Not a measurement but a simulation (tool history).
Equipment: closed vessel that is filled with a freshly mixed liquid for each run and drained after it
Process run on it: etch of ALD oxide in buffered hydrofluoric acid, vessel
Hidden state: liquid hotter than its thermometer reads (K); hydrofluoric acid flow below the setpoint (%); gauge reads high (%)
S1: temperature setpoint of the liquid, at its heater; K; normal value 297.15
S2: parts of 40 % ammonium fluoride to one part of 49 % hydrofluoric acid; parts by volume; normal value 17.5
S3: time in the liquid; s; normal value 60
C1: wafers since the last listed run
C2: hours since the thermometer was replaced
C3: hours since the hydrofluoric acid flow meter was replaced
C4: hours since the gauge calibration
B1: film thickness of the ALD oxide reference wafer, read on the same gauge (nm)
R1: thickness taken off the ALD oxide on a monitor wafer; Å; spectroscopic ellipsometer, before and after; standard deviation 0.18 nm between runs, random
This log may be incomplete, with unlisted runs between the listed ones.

run    hour      S1    S2  S3     C1      C2      C3      C4     B1     R1
  1       0  297.15    13  60      0   395.9     609     869  29.65  569.4
  2    51.5  297.15    13  60   5445   447.4   660.5   920.5  29.61  571.3
  3   110.1  297.15    13  60   6195     506   719.1   979.1  29.57  563.1
  4   151.5  300.15  17.5  60   4377   547.4   760.5  1020.5  29.54  496.1
  5   219.9  300.15  17.5  60   7231   615.8   828.9  1088.9  29.49  494.2
  6   296.3  298.65  21.5  60   8077   692.2   905.3  1165.3  29.43  383.4
  7   388.3  298.65  21.5  60   9727   784.2   997.3  1257.3  29.33  381.8
  8   459.1  297.15  17.5  60   7485     855  1068.1  1328.1  29.27  416.2
  9   530.3  297.15  17.5  60   7528   926.2  1139.3  1399.3  29.21    420
 10   583.2  297.15  17.5  60   5593   979.1  1192.2  1452.2  29.14  421.3
 11   660.1  297.15  17.5  60   8130    1056  1269.1  1529.1  29.08  415.7
      679.9  -- hydrofluoric acid flow meter replaced
 12   703.3  297.15  17.5  60   4461  1099.2    23.4  1572.3  29.04  416.3
      714.8  -- thermometer replaced
 13   792.4  293.15    11  30   9314    77.6   112.5  1661.4  28.91  263.1
 14   880.8  293.65  17.5  60   9346     166   200.9  1749.8  28.81  339.8
 15   929.3  297.15  23.5  60   5127   214.5   249.4  1798.3  28.76    323
        987  -- gauge calibrated
 16  1003.1  297.15  17.5  60   7802   288.3   323.2    16.1  30.02  428.9
 17    1054  294.65    23  30   5381   339.2   374.1      67  30.03  148.2
 18  1145.5  298.65  20.5  40   9674   430.7   465.6   158.5  30.04  269.3
 19  1201.4  297.15  17.5  60   5910   486.6   521.5   214.4  30.01  430.1
 20  1299.5  299.15  23.5  90  10372   584.7   619.6   312.5     30  565.8
 21  1351.2  297.15  22.5  60   5466   636.4   671.3   364.2     30  348.4
 22  1403.1  297.15  15.5  60   5487   688.3   723.2   416.1  29.97  480.5
 23  1507.4  301.65    15  85  11027   792.6   827.5   520.4  29.94  901.2
 24  1545.9  297.15  17.5  80   4070   831.1     866   558.9  29.94  568.6

Below are 5 alternative next runs, each starting from the tool's condition after run 24. Predict each:
  A  1546.6  297.15  17.5  60  74  831.8  866.7  559.6   ?   ?
  B  1546.6  297.15    14  60  74  831.8  866.7  559.6   ?   ?
  C  1546.6  295.15    14  30  74  831.8  866.7  559.6   ?   ?
  D  1546.6  302.15  17.5  60  74  831.8  866.7  559.6   ?   ?
  E  1546.6  297.15    20  60  74  831.8  866.7  559.6   ?   ?

run     B1     R1
  A  29.91  432.3
  B  29.91  538.4
  C  29.91  241.2
  D  29.91  565.8
  E  29.91    379
Stripped of hidden state, with their random variation kept, the same runs would have yielded:
run     R1
  A  433.5
  B  539.9
  C  241.9
  D  567.4
  E  380.1

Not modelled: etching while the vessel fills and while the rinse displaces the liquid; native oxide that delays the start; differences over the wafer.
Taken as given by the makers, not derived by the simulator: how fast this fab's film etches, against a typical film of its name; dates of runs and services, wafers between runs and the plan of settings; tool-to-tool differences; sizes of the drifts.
